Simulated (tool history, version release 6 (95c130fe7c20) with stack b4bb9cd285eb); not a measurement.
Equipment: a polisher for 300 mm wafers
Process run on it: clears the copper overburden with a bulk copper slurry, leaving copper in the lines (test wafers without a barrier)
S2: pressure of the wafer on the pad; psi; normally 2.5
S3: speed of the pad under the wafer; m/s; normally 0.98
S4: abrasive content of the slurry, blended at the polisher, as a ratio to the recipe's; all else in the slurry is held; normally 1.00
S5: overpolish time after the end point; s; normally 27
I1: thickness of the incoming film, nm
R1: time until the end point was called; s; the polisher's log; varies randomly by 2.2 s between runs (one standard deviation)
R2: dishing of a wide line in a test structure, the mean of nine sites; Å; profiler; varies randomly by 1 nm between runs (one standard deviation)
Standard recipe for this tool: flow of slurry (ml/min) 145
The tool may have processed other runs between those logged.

run 1 hour=0.0 | flow_of_slurry_(ml/min)=145 S2=1.8 S3=0.98 S4=1.00 S5=27 | I1=889.9 | R1=179.0 R2=660
run 2 hour=38.9 | flow_of_slurry_(ml/min)=145 S2=1.8 S3=0.98 S4=1.00 S5=27 | I1=872.3 | R1=175.6 R2=665
-- hour=59.2 head pressure recalibrated
run 3 hour=104.8 | flow_of_slurry_(ml/min)=145 S2=2.5 S3=0.98 S4=1.00 S5=27 | I1=873.6 | R1=136.8 R2=799
run 4 hour=134.8 | flow_of_slurry_(ml/min)=145 S2=2.5 S3=0.98 S4=1.00 S5=27 | I1=876.7 | R1=135.4 R2=801
-- hour=159.8 slurry blender recalibrated
-- hour=168.2 worn pad replaced by a new one
run 5 hour=204.3 | flow_of_slurry_(ml/min)=145 S2=2.5 S3=1.18 S4=1.00 S5=27 | I1=886.6 | R1=116.3 R2=870
run 6 hour=246.4 | flow_of_slurry_(ml/min)=145 S2=2.5 S3=0.98 S4=1.00 S5=27 | I1=868.1 | R1=127.6 R2=799
-- hour=346.4 worn pad replaced by a new one
-- hour=357.9 slurry blender recalibrated
run 7 hour=385.7 | flow_of_slurry_(ml/min)=145 S2=2.5 S3=0.98 S4=1.00 S5=27 | I1=888.5 | R1=131.9 R2=812
-- hour=388.2 head pressure recalibrated
run 8 hour=434.3 | flow_of_slurry_(ml/min)=145 S2=2.5 S3=0.98 S4=1.00 S5=27 | I1=876.9 | R1=134.8 R2=802
run 9 hour=500.9 | flow_of_slurry_(ml/min)=100 S2=2.5 S3=0.88 S4=0.90 S5=21 | I1=871.0 | R1=175.3 R2=590
-- hour=541.1 worn pad replaced by a new one
-- hour=577.7 slurry blender recalibrated
-- hour=625.7 slurry nozzle cleaned
run 10 hour=696.7 | flow_of_slurry_(ml/min)=120 S2=2.5 S3=0.80 S4=1.00 S5=27 | I1=879.8 | R1=160.0 R2=738
-- hour=706.3 head pressure recalibrated
run 11 hour=758.9 | flow_of_slurry_(ml/min)=145 S2=2.5 S3=0.98 S4=1.00 S5=27 | I1=884.8 | R1=141.4 R2=787
-- hour=771.7 worn pad replaced by a new one
-- hour=778.2 slurry blender recalibrated
run 12 hour=794.3 | flow_of_slurry_(ml/min)=185 S2=2.5 S3=0.98 S4=1.15 S5=33 | I1=883.2 | R1=118.6 R2=895
run 13 hour=859.1 | flow_of_slurry_(ml/min)=145 S2=2.1 S3=1.16 S4=1.00 S5=27 | I1=876.6 | R1=144.6 R2=758
run 14 hour=918.5 | flow_of_slurry_(ml/min)=145 S2=2.5 S3=0.88 S4=1.00 S5=27 | I1=881.2 | R1=148.7 R2=780
-- hour=952.9 slurry blender recalibrated
run 15 hour=956.2 | flow_of_slurry_(ml/min)=145 S2=2.5 S3=0.98 S4=1.00 S5=27 | I1=870.7 | R1=139.7 R2=786
-- hour=993.6 worn pad replaced by a new one
-- hour=1007.9 head pressure recalibrated
run 16 hour=1008.4 | flow_of_slurry_(ml/min)=110 S2=2.5 S3=0.98 S4=1.00 S5=23 | I1=897.4 | R1=143.8 R2=734

Each run again, without the hidden state but with its own random variation kept:
Unlogged tool condition in this case: removal rate lost through wear of the pad, %; slurry flow missing at the pad, %; deviation of the head's pressure from its setpoint, %; abrasive missing from the slurry, %.
run=1 R1=169.1 R2=679
run=2 R1=159.3 R2=699
run=3 R1=119.8 R2=845
run=4 R1=117.5 R2=850
run=5 R1=108.8 R2=891
run=6 R1=114.6 R2=836
run=7 R1=119.4 R2=846
run=8 R1=115.9 R2=855
run=9 R1=139.8 R2=676
run=10 R1=137.7 R2=794
run=11 R1=120.7 R2=842
run=12 R1=111.7 R2=910
run=13 R1=127.0 R2=801
run=14 R1=126.7 R2=839
run=15 R1=117.5 R2=846
run=16 R1=130.9 R2=769
